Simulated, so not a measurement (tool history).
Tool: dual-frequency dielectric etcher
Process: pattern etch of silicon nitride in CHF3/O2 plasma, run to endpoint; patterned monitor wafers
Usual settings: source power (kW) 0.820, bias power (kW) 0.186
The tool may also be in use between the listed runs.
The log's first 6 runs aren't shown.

run     day  source power (kW)  bias power (kW)  incoming incoming film thickness, nm  endpoint time (s)
  7   3.646              0.660            0.186                                 103.8               73.2
  8   4.038              0.820            0.221                                 103.3               63.1
      5.292  -- source power generator calibrated
  9   5.396              0.820            0.221                                 102.5               62.7
 10   6.062              0.960            0.220                                 102.7               59.2
 11   6.600              0.960            0.220                                 102.3               58.8
 12   6.946              0.820            0.186                                 102.6               66.6
      8.200  -- wet clean of the chamber
      8.950  -- upper electrode replaced
 13   8.971              0.940            0.204                                 102.4               59.0
 14   8.983              0.870            0.148                                 103.4               69.0
 15   8.996              0.710            0.228                                 102.9               63.7
 16   9.012              0.660            0.229                                 103.4               66.1
 17   9.442              0.820            0.221                                 101.9               60.2
 18  10.062              0.820            0.186                                 103.0               64.8
     10.342  -- bias power generator calibrated
 19  10.450              0.720            0.225                                 103.3               63.7
 20  11.008              0.990            0.174                                 103.0               61.7

The next listed run, before its measurement:
 21  11.358              0.950            0.158                                 102.9                  ?

{"run 21": {"endpoint time (s)": 64.9}}
Without the tool's hidden state the same run would have given endpoint time (s) 64.7.
